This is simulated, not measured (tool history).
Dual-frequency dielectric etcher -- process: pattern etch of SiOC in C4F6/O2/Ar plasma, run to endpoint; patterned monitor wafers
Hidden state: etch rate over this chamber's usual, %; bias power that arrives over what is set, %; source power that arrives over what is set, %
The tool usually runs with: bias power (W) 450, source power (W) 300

| run | hour | bias power (W) | source power (W) | wafers since the last listed run | hours since the last wet clean | hours since the last bias power generator calibration | hours since the last source power generator calibration | hours since the last upper electrode change | incoming incoming film thickness, nm | endpoint time (s) |
|---|---|---|---|---|---|---|---|---|---|---|
| 1 | 0 | 375 | 300 | 0 | 276.8 | 3424.8 | 2206.8 | 5317.5 | 37.5 | 15.4 |
| 2 | 32.9 | 450 | 330 | 494 | 309.7 | 3457.7 | 2239.7 | 5350.4 | 37.41 | 13.7 |
| 3 | 103.6 | 450 | 330 | 1061 | 380.4 | 3528.4 | 2310.4 | 5421.1 | 37.11 | 13.7 |
| 4 | 148.5 | 450 | 300 | 674 | 425.3 | 3573.3 | 2355.3 | 5466 | 37.23 | 14.2 |
| 5 | 175.7 | 450 | 300 | 408 | 452.5 | 3600.5 | 2382.5 | 5493.2 | 37.31 | 14.3 |
|  | 229.8 | wet clean of the chamber |
| 6 | 230.3 | 450 | 300 | 459 | 0.5 | 3655.1 | 2437.1 | 5547.8 | 37.25 | 13.9 |
| 7 | 266.3 | 450 | 300 | 540 | 36.5 | 3691.1 | 2473.1 | 5583.8 | 37.4 | 14 |
| 8 | 293.7 | 450 | 300 | 411 | 63.9 | 3718.5 | 2500.5 | 5611.2 | 37.43 | 14.1 |
| 9 | 356.4 | 450 | 300 | 941 | 126.6 | 3781.2 | 2563.2 | 5673.9 | 37.01 | 14 |
| 10 | 394.7 | 450 | 300 | 575 | 164.9 | 3819.5 | 2601.5 | 5712.2 | 37.59 | 14.2 |
| 11 | 570.1 | 450 | 300 | 2633 | 340.3 | 3994.9 | 2776.9 | 5887.6 | 37.48 | 14.3 |
| 12 | 600.6 | 450 | 300 | 457 | 370.8 | 4025.4 | 2807.4 | 5918.1 | 37.35 | 14.2 |
|  | 659.6 | upper electrode replaced |
|  | 661.1 | wet clean of the chamber |
| 13 | 661.6 | 450 | 300 | 531 | 0.5 | 4086.4 | 2868.4 | 2 | 37.51 | 14 |
| 14 | 713.9 | 450 | 300 | 785 | 52.8 | 4138.7 | 2920.7 | 54.3 | 37.4 | 13.9 |
| 15 | 773.3 | 450 | 300 | 891 | 112.2 | 4198.1 | 2980.1 | 113.7 | 37.3 | 13.9 |
| 16 | 805.5 | 450 | 300 | 483 | 144.4 | 4230.3 | 3012.3 | 145.9 | 37.31 | 14.1 |
| 17 | 843.4 | 341 | 260 | 569 | 182.3 | 4268.2 | 3050.2 | 183.8 | 37.21 | 16.8 |
| 18 | 894 | 485 | 340 | 759 | 232.9 | 4318.8 | 3100.8 | 234.4 | 37.47 | 13.1 |
| 19 | 932.3 | 450 | 380 | 575 | 271.2 | 4357.1 | 3139.1 | 272.7 | 37.21 | 12.9 |
|  | 981.7 | bias power generator calibrated |
| 20 | 982.7 | 373 | 380 | 696 | 321.6 | 1 | 3189.5 | 323.1 | 37.66 | 14.2 |
| 21 | 1013.4 | 450 | 280 | 461 | 352.3 | 31.7 | 3220.2 | 353.8 | 37.37 | 14.7 |
|  | 1021.5 | source power generator calibrated |
| 22 | 1068.1 | 450 | 300 | 761 | 407 | 86.4 | 46.6 | 408.5 | 37.37 | 14 |
| 23 | 1124.5 | 450 | 300 | 846 | 463.4 | 142.8 | 103 | 464.9 | 37.37 | 14.1 |
|  | 1167.3 | wet clean of the chamber |
| 24 | 1311 | 450 | 300 | 2440 | 143.7 | 329.3 | 289.5 | 651.4 | 37.45 | 13.9 |
| 25 | 1342.5 | 381 | 370 | 473 | 175.2 | 360.8 | 321 | 682.9 | 37 | 13.7 |
| 26 | 1377.2 | 450 | 240 | 521 | 209.9 | 395.5 | 355.7 | 717.6 | 37.25 | 15.1 |
| 27 | 1534.8 | 450 | 300 | 2366 | 367.5 | 553.1 | 513.3 | 875.2 | 37.3 | 14 |
|  | 1564.7 | wet clean of the chamber |
| 28 | 1593.8 | 450 | 300 | 525 | 29.1 | 612.1 | 572.3 | 934.2 | 37.34 | 13.7 |
| 29 | 1619.5 | 352 | 270 | 385 | 54.8 | 637.8 | 598 | 959.9 | 37.16 | 16 |
| 30 | 1660.9 | 493 | 340 | 621 | 96.2 | 679.2 | 639.4 | 1001.3 | 37.08 | 12.6 |
| 31 | 1695.7 | 450 | 300 | 522 | 131 | 714 | 674.2 | 1036.1 | 36.78 | 13.7 |
| 32 | 1727.7 | 417 | 360 | 480 | 163 | 746 | 706.2 | 1068.1 | 37.3 | 13.3 |
| 33 | 1773.2 | 538 | 340 | 683 | 208.5 | 791.5 | 751.7 | 1113.6 | 37.11 | 12.2 |
| 34 | 1841.2 | 450 | 340 | 1021 | 276.5 | 859.5 | 819.7 | 1181.6 | 37.25 | 13.4 |
| 35 | 1885.1 | 357 | 370 | 659 | 320.4 | 903.4 | 863.6 | 1225.5 | 37.36 | 14.4 |

Exercise: give the hidden state of the tool at every run:
bias power that arrives over what is set, %: 0 at every run
H1: etch rate over this chamber's usual, %
H2: source power that arrives over what is set, %
| run | H1 | H2 |
|---|---|---|
| 1 | -1.63 | -3.07 |
| 2 | -1.82 | -3.11 |
| 3 | -2.23 | -3.21 |
| 4 | -2.49 | -3.27 |
| 5 | -2.64 | -3.31 |
| 6 | -0.189 | -3.38 |
| 7 | -0.396 | -3.43 |
| 8 | -0.553 | -3.47 |
| 9 | -0.914 | -3.55 |
| 10 | -1.13 | -3.61 |
| 11 | -2.14 | -3.84 |
| 12 | -2.32 | -3.89 |
| 13 | 0.398 | -3.97 |
| 14 | 0.0973 | -4.04 |
| 15 | -0.244 | -4.12 |
| 16 | -0.429 | -4.16 |
| 17 | -0.647 | -4.22 |
| 18 | -0.938 | -4.28 |
| 19 | -1.16 | -4.34 |
| 20 | -1.45 | -4.41 |
| 21 | -1.62 | -4.45 |
| 22 | -1.94 | -0.102 |
| 23 | -2.26 | -0.179 |
| 24 | -0.705 | -0.432 |
| 25 | -0.886 | -0.475 |
| 26 | -1.09 | -0.523 |
| 27 | -1.99 | -0.737 |
| 28 | 0.0735 | -0.817 |
| 29 | -0.0742 | -0.852 |
| 30 | -0.312 | -0.908 |
| 31 | -0.512 | -0.956 |
| 32 | -0.696 | -0.999 |
| 33 | -0.958 | -1.06 |
| 34 | -1.35 | -1.15 |
| 35 | -1.6 | -1.21 |
